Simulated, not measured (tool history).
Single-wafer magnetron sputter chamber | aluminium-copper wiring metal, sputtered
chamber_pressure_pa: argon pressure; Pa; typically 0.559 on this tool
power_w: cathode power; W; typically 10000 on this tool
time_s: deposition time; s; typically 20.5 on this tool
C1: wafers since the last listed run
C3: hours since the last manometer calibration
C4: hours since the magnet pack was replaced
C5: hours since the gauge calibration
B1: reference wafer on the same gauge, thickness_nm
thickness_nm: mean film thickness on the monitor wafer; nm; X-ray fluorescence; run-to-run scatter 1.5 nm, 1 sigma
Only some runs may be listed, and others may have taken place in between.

{"run": 1, "hour": 0.0, "chamber_pressure_pa": 0.559, "power_w": 10000, "time_s": 20.5, "C1": 0, "wafers on the sputter target": 5787, "C3": 2460.1, "C4": 10696.3, "C5": 193.5, "B1": 266.833, "thickness_nm": 327.444}
{"run": 2, "hour": 12.9, "chamber_pressure_pa": 0.559, "power_w": 10000, "time_s": 20.5, "C1": 432, "wafers on the sputter target": 6219, "C3": 2473.0, "C4": 10709.2, "C5": 206.4, "B1": 266.849, "thickness_nm": 326.862}
{"hour": 14.2, "done": "gauge calibrated"}
{"run": 3, "hour": 21.5, "chamber_pressure_pa": 0.559, "power_w": 8500, "time_s": 20.5, "C1": 288, "wafers on the sputter target": 6507, "C3": 2481.6, "C4": 10717.8, "C5": 7.3, "B1": 267.11, "thickness_nm": 282.273}
{"run": 4, "hour": 28.0, "chamber_pressure_pa": 0.559, "power_w": 8500, "time_s": 20.5, "C1": 217, "wafers on the sputter target": 6725, "C3": 2488.1, "C4": 10724.3, "C5": 13.8, "B1": 266.844, "thickness_nm": 281.9}
{"run": 5, "hour": 37.9, "chamber_pressure_pa": 0.559, "power_w": 10000, "time_s": 20.5, "C1": 331, "wafers on the sputter target": 7057, "C3": 2498.0, "C4": 10734.2, "C5": 23.7, "B1": 267.133, "thickness_nm": 326.313}
{"hour": 50.0, "done": "sputter target and shields replaced"}
{"run": 6, "hour": 50.5, "chamber_pressure_pa": 0.559, "power_w": 10000, "time_s": 20.5, "C1": 154, "wafers on the sputter target": 17, "C3": 2510.6, "C4": 10746.8, "C5": 36.3, "B1": 266.627, "thickness_nm": 327.54}
{"run": 7, "hour": 54.7, "chamber_pressure_pa": 0.559, "power_w": 10000, "time_s": 22.8, "C1": 140, "wafers on the sputter target": 158, "C3": 2514.8, "C4": 10751.0, "C5": 40.5, "B1": 267.264, "thickness_nm": 359.582}
{"run": 8, "hour": 69.4, "chamber_pressure_pa": 0.559, "power_w": 10000, "time_s": 19.3, "C1": 492, "wafers on the sputter target": 651, "C3": 2529.5, "C4": 10765.7, "C5": 55.2, "B1": 266.939, "thickness_nm": 308.025}
{"run": 9, "hour": 89.3, "chamber_pressure_pa": 0.559, "power_w": 10000, "time_s": 19.3, "C1": 666, "wafers on the sputter target": 1318, "C3": 2549.4, "C4": 10785.6, "C5": 75.1, "B1": 266.668, "thickness_nm": 308.975}
{"run": 10, "hour": 99.6, "chamber_pressure_pa": 0.559, "power_w": 10000, "time_s": 19.3, "C1": 345, "wafers on the sputter target": 1663, "C3": 2559.7, "C4": 10795.9, "C5": 85.4, "B1": 267.211, "thickness_nm": 307.259}
{"run": 11, "hour": 114.6, "chamber_pressure_pa": 0.559, "power_w": 8900, "time_s": 20.5, "C1": 502, "wafers on the sputter target": 2166, "C3": 2574.7, "C4": 10810.9, "C5": 100.4, "B1": 267.264, "thickness_nm": 295.462}
{"run": 12, "hour": 124.1, "chamber_pressure_pa": 0.559, "power_w": 8900, "time_s": 20.5, "C1": 318, "wafers on the sputter target": 2484, "C3": 2584.2, "C4": 10820.4, "C5": 109.9, "B1": 266.727, "thickness_nm": 293.44}
{"hour": 133.5, "done": "capacitance manometer re-zeroed and calibrated"}
{"run": 13, "hour": 138.4, "chamber_pressure_pa": 0.559, "power_w": 8900, "time_s": 20.5, "C1": 211, "wafers on the sputter target": 2695, "C3": 4.9, "C4": 10834.7, "C5": 124.2, "B1": 266.725, "thickness_nm": 293.413}
{"run": 14, "hour": 150.9, "chamber_pressure_pa": 0.559, "power_w": 10000, "time_s": 20.5, "C1": 418, "wafers on the sputter target": 3114, "C3": 17.4, "C4": 10847.2, "C5": 136.7, "B1": 266.785, "thickness_nm": 327.296}
{"run": 15, "hour": 166.9, "chamber_pressure_pa": 0.559, "power_w": 10000, "time_s": 18.2, "C1": 536, "wafers on the sputter target": 3650, "C3": 33.4, "C4": 10863.2, "C5": 152.7, "B1": 266.684, "thickness_nm": 291.081}
{"run": 16, "hour": 180.9, "chamber_pressure_pa": 0.559, "power_w": 10000, "time_s": 20.5, "C1": 469, "wafers on the sputter target": 4120, "C3": 47.4, "C4": 10877.2, "C5": 166.7, "B1": 267.039, "thickness_nm": 325.96}
{"hour": 208.0, "done": "gauge calibrated"}
{"run": 17, "hour": 221.3, "chamber_pressure_pa": 0.559, "power_w": 8450, "time_s": 17.9, "C1": 1354, "wafers on the sputter target": 5474, "C3": 87.8, "C4": 10917.6, "C5": 13.3, "B1": 266.849, "thickness_nm": 244.99}
{"hour": 233.0, "done": "sputter target and shields replaced"}
{"run": 18, "hour": 233.5, "chamber_pressure_pa": 0.559, "power_w": 11450, "time_s": 17.4, "C1": 140, "wafers on the sputter target": 15, "C3": 100.0, "C4": 10929.8, "C5": 25.5, "B1": 267.337, "thickness_nm": 315.461}
{"hour": 252.1, "done": "magnet pack replaced"}
{"run": 19, "hour": 252.6, "chamber_pressure_pa": 0.455, "power_w": 7700, "time_s": 18.4, "C1": 372, "wafers on the sputter target": 387, "C3": 119.1, "C4": 0.5, "C5": 44.6, "B1": 267.13, "thickness_nm": 249.417}
{"run": 20, "hour": 262.7, "chamber_pressure_pa": 0.559, "power_w": 10000, "time_s": 20.5, "C1": 338, "wafers on the sputter target": 725, "C3": 129.2, "C4": 10.6, "C5": 54.7, "B1": 266.697, "thickness_nm": 322.566}
{"run": 21, "hour": 272.7, "chamber_pressure_pa": 0.672, "power_w": 11900, "time_s": 17.5, "C1": 335, "wafers on the sputter target": 1060, "C3": 139.2, "C4": 20.6, "C5": 64.7, "B1": 266.988, "thickness_nm": 300.62}
{"run": 22, "hour": 283.8, "chamber_pressure_pa": 0.351, "power_w": 8000, "time_s": 17.5, "C1": 372, "wafers on the sputter target": 1432, "C3": 150.3, "C4": 31.7, "C5": 75.8, "B1": 266.849, "thickness_nm": 265.536}
{"run": 23, "hour": 295.4, "chamber_pressure_pa": 0.559, "power_w": 10000, "time_s": 20.5, "C1": 388, "wafers on the sputter target": 1821, "C3": 161.9, "C4": 43.3, "C5": 87.4, "B1": 267.076, "thickness_nm": 326.755}
{"run": 24, "hour": 304.0, "chamber_pressure_pa": 0.559, "power_w": 12500, "time_s": 18.1, "C1": 288, "wafers on the sputter target": 2109, "C3": 170.5, "C4": 51.9, "C5": 96.0, "B1": 267.169, "thickness_nm": 350.646}
{"run": 25, "hour": 313.6, "chamber_pressure_pa": 0.559, "power_w": 8300, "time_s": 20.5, "C1": 321, "wafers on the sputter target": 2431, "C3": 180.1, "C4": 61.5, "C5": 105.6, "B1": 267.07, "thickness_nm": 277.265}
{"run": 26, "hour": 325.3, "chamber_pressure_pa": 0.711, "power_w": 11150, "time_s": 18.8, "C1": 392, "wafers on the sputter target": 2823, "C3": 191.8, "C4": 73.2, "C5": 117.3, "B1": 267.055, "thickness_nm": 293.867}
{"run": 27, "hour": 336.2, "chamber_pressure_pa": 0.559, "power_w": 10000, "time_s": 18.8, "C1": 365, "wafers on the sputter target": 3189, "C3": 202.7, "C4": 84.1, "C5": 128.2, "B1": 267.036, "thickness_nm": 297.861}
{"run": 28, "hour": 345.5, "chamber_pressure_pa": 0.559, "power_w": 10000, "time_s": 20.5, "C1": 311, "wafers on the sputter target": 3500, "C3": 212.0, "C4": 93.4, "C5": 137.5, "B1": 267.184, "thickness_nm": 324.116}
{"run": 29, "hour": 356.5, "chamber_pressure_pa": 0.559, "power_w": 10000, "time_s": 20.5, "C1": 368, "wafers on the sputter target": 3869, "C3": 223.0, "C4": 104.4, "C5": 148.5, "B1": 266.99, "thickness_nm": 324.012}

5 options for the next run, each taken on its own from the tool as it stands now. Forecast them:
{"run": "A", "hour": 356.9, "chamber_pressure_pa": 0.559, "power_w": 10000, "time_s": 20.5, "C1": 13, "wafers on the sputter target": 3882, "C3": 223.4, "C4": 104.8, "C5": 148.9, "B1": "?", "thickness_nm": "?"}
{"run": "B", "hour": 356.9, "chamber_pressure_pa": 0.641, "power_w": 11600, "time_s": 20.5, "C1": 13, "wafers on the sputter target": 3882, "C3": 223.4, "C4": 104.8, "C5": 148.9, "B1": "?", "thickness_nm": "?"}
{"run": "C", "hour": 356.9, "chamber_pressure_pa": 0.559, "power_w": 10000, "time_s": 19.2, "C1": 13, "wafers on the sputter target": 3882, "C3": 223.4, "C4": 104.8, "C5": 148.9, "B1": "?", "thickness_nm": "?"}
{"run": "D", "hour": 356.9, "chamber_pressure_pa": 0.45, "power_w": 10950, "time_s": 19.0, "C1": 13, "wafers on the sputter target": 3882, "C3": 223.4, "C4": 104.8, "C5": 148.9, "B1": "?", "thickness_nm": "?"}
{"run": "E", "hour": 356.9, "chamber_pressure_pa": 0.459, "power_w": 10000, "time_s": 20.5, "C1": 13, "wafers on the sputter target": 3882, "C3": 223.4, "C4": 104.8, "C5": 148.9, "B1": "?", "thickness_nm": "?"}

run=A B1=266.944 thickness_nm=325.934
run=B B1=266.944 thickness_nm=352.603
run=C B1=266.944 thickness_nm=305.265
run=D B1=266.944 thickness_nm=354.801
run=E B1=266.944 thickness_nm=350.091
Without the tool's unlogged condition, the same runs would have read:
run=A thickness_nm=325.934
run=B thickness_nm=352.603
run=C thickness_nm=305.265
run=D thickness_nm=354.801
run=E thickness_nm=350.091
